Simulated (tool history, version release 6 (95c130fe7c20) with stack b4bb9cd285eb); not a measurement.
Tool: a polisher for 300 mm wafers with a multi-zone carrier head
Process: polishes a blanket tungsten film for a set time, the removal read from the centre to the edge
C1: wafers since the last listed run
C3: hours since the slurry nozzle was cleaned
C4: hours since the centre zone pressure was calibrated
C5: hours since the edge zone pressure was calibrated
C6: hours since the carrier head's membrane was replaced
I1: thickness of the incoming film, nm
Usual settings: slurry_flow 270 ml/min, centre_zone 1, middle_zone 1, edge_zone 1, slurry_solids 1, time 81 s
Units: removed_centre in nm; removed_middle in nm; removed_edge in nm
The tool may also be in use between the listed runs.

run 1 hour=0 | slurry_flow=235 centre_zone=0.93 middle_zone=1 edge_zone=1 slurry_solids=1 time=81 | C1=0 wafers_polished_on_this_pad=2004 C3=189 C4=716.7 C5=701.9 C6=1726.6 | I1=1373.6 | removed_centre=375.7 removed_middle=409.8 removed_edge=408.5
-- hour=51.2 carrier head's membrane replaced by a new one
run 2 hour=68.4 | slurry_flow=270 centre_zone=1 middle_zone=1 edge_zone=1 slurry_solids=1 time=81 | C1=810 wafers_polished_on_this_pad=2814 C3=257.4 C4=785.1 C5=770.3 C6=17.2 | I1=1372.9 | removed_centre=415.3 removed_middle=418.3 removed_edge=410.7
-- hour=89.8 edge zone pressure recalibrated
run 3 hour=94.1 | slurry_flow=270 centre_zone=1 middle_zone=1 edge_zone=1.06 slurry_solids=1 time=81 | C1=302 wafers_polished_on_this_pad=3117 C3=283.1 C4=810.8 C5=4.3 C6=42.9 | I1=1394.4 | removed_centre=414.9 removed_middle=414.5 removed_edge=421.5
run 4 hour=163.6 | slurry_flow=270 centre_zone=1 middle_zone=1 edge_zone=1 slurry_solids=1 time=81 | C1=888 wafers_polished_on_this_pad=4005 C3=352.6 C4=880.3 C5=73.8 C6=112.4 | I1=1392.5 | removed_centre=407.1 removed_middle=422.3 removed_edge=416.1
-- hour=188.2 centre zone pressure recalibrated
run 5 hour=206.1 | slurry_flow=270 centre_zone=1 middle_zone=1 edge_zone=1 slurry_solids=1 time=81 | C1=517 wafers_polished_on_this_pad=4523 C3=395.1 C4=17.9 C5=116.3 C6=154.9 | I1=1359.4 | removed_centre=411.4 removed_middle=424.2 removed_edge=415.7
run 6 hour=255 | slurry_flow=295 centre_zone=1.1 middle_zone=1 edge_zone=0.93 slurry_solids=0.8 time=81 | C1=625 wafers_polished_on_this_pad=5148 C3=444 C4=66.8 C5=165.2 C6=203.8 | I1=1377.5 | removed_centre=431.4 removed_middle=408 removed_edge=377.7
-- hour=279.1 worn pad replaced by a new one
run 7 hour=325.8 | slurry_flow=270 centre_zone=1 middle_zone=1 edge_zone=1 slurry_solids=1 time=81 | C1=853 wafers_polished_on_this_pad=596 C3=514.8 C4=137.6 C5=236 C6=274.6 | I1=1385.1 | removed_centre=405.5 removed_middle=421.4 removed_edge=411.9
run 8 hour=366.3 | slurry_flow=315 centre_zone=1 middle_zone=1 edge_zone=1.1 slurry_solids=1 time=81 | C1=517 wafers_polished_on_this_pad=1113 C3=555.3 C4=178.1 C5=276.5 C6=315.1 | I1=1378.7 | removed_centre=410.2 removed_middle=425.7 removed_edge=435.3
run 9 hour=396.9 | slurry_flow=185 centre_zone=1 middle_zone=1 edge_zone=1 slurry_solids=1 time=81 | C1=391 wafers_polished_on_this_pad=1505 C3=585.9 C4=208.7 C5=307.1 C6=345.7 | I1=1368.5 | removed_centre=370.7 removed_middle=394.4 removed_edge=396.5
run 10 hour=462.6 | slurry_flow=270 centre_zone=1.06 middle_zone=1 edge_zone=1.03 slurry_solids=1 time=81 | C1=839 wafers_polished_on_this_pad=2344 C3=651.6 C4=274.4 C5=372.8 C6=411.4 | I1=1382.7 | removed_centre=423.9 removed_middle=408.6 removed_edge=410.3
run 11 hour=516.3 | slurry_flow=235 centre_zone=1 middle_zone=1 edge_zone=1 slurry_solids=0.85 time=81 | C1=686 wafers_polished_on_this_pad=3031 C3=705.3 C4=328.1 C5=426.5 C6=465.1 | I1=1373.8 | removed_centre=376 removed_middle=380.9 removed_edge=386.7
run 12 hour=556.2 | slurry_flow=270 centre_zone=1 middle_zone=1 edge_zone=1 slurry_solids=1.15 time=81 | C1=509 wafers_polished_on_this_pad=3541 C3=745.2 C4=368 C5=466.4 C6=505 | I1=1390.4 | removed_centre=401.5 removed_middle=409.6 removed_edge=415.9
run 13 hour=584.9 | slurry_flow=270 centre_zone=1 middle_zone=1 edge_zone=1 slurry_solids=1 time=81 | C1=366 wafers_polished_on_this_pad=3908 C3=773.9 C4=396.7 C5=495.1 C6=533.7 | I1=1390.4 | removed_centre=386.9 removed_middle=406.9 removed_edge=399
run 14 hour=654.8 | slurry_flow=270 centre_zone=1 middle_zone=1 edge_zone=1.05 slurry_solids=1 time=81 | C1=893 wafers_polished_on_this_pad=4801 C3=843.8 C4=466.6 C5=565 C6=603.6 | I1=1379.8 | removed_centre=403.3 removed_middle=390.1 removed_edge=407.9
-- hour=661.4 slurry nozzle cleaned
run 15 hour=697.3 | slurry_flow=270 centre_zone=1 middle_zone=0.94 edge_zone=1.11 slurry_solids=1 time=81 | C1=530 wafers_polished_on_this_pad=5331 C3=35.9 C4=509.1 C5=607.5 C6=646.1 | I1=1355.3 | removed_centre=423.2 removed_middle=400.8 removed_edge=441.9
run 16 hour=744 | slurry_flow=220 centre_zone=1 middle_zone=1.06 edge_zone=1 slurry_solids=0.75 time=93 | C1=596 wafers_polished_on_this_pad=5928 C3=82.6 C4=555.8 C5=654.2 C6=692.8 | I1=1385.6 | removed_centre=431.4 removed_middle=453.9 removed_edge=444.1
-- hour=753.8 edge zone pressure recalibrated
-- hour=772.8 worn pad replaced by a new one
run 17 hour=796.6 | slurry_flow=270 centre_zone=1 middle_zone=1 edge_zone=1 slurry_solids=0.8 time=81 | C1=595 wafers_polished_on_this_pad=304 C3=135.2 C4=608.4 C5=42.8 C6=745.4 | I1=1363.2 | removed_centre=384.8 removed_middle=402.4 removed_edge=398.5
run 18 hour=914.2 | slurry_flow=270 centre_zone=1 middle_zone=1 edge_zone=1 slurry_solids=0.75 time=81 | C1=1503 wafers_polished_on_this_pad=1807 C3=252.8 C4=726 C5=160.4 C6=863 | I1=1377.9 | removed_centre=389.2 removed_middle=391.2 removed_edge=385.8
run 19 hour=1122.6 | slurry_flow=300 centre_zone=0.92 middle_zone=1 edge_zone=1 slurry_solids=0.9 time=62 | C1=2663 wafers_polished_on_this_pad=4471 C3=461.2 C4=934.4 C5=368.8 C6=1071.4 | I1=1377.3 | removed_centre=281.1 removed_middle=310.1 removed_edge=311.5
run 20 hour=1153.1 | slurry_flow=195 centre_zone=1 middle_zone=1 edge_zone=1 slurry_solids=0.85 time=81 | C1=389 wafers_polished_on_this_pad=4861 C3=491.7 C4=964.9 C5=399.3 C6=1101.9 | I1=1377 | removed_centre=378.6 removed_middle=388.6 removed_edge=385.4
run 21 hour=1185 | slurry_flow=270 centre_zone=0.89 middle_zone=1 edge_zone=0.95 slurry_solids=1 time=81 | C1=407 wafers_polished_on_this_pad=5268 C3=523.6 C4=996.8 C5=431.2 C6=1133.8 | I1=1372 | removed_centre=355.6 removed_middle=419.2 removed_edge=399.4
-- hour=1193.4 worn pad replaced by a new one
run 22 hour=1231.1 | slurry_flow=325 centre_zone=1 middle_zone=1 edge_zone=1 slurry_solids=1 time=81 | C1=538 wafers_polished_on_this_pad=481 C3=569.7 C4=1042.9 C5=477.3 C6=1179.9 | I1=1381.8 | removed_centre=416.1 removed_middle=419.6 removed_edge=418.9

The tool's hidden state at each run:
removal rate lost through wear of the pad, %: 0 in every run
deviation of the centre zone's pressure from its setpoint, %: 0 in every run
deviation of the edge zone's pressure from its setpoint, %: 0 in every run
H1: slurry flow missing at the pad, %
run=1 H1=11.2
run=2 H1=14.3
run=3 H1=15.5
run=4 H1=18.6
run=5 H1=20.6
run=6 H1=22.8
run=7 H1=26
run=8 H1=27.9
run=9 H1=29.3
run=10 H1=32.3
run=11 H1=34.7
run=12 H1=36.6
run=13 H1=37.9
run=14 H1=41.1
run=15 H1=2.97
run=16 H1=5.11
run=17 H1=7.51
run=18 H1=12.9
run=19 H1=22.4
run=20 H1=23.8
run=21 H1=25.2
run=22 H1=27.4
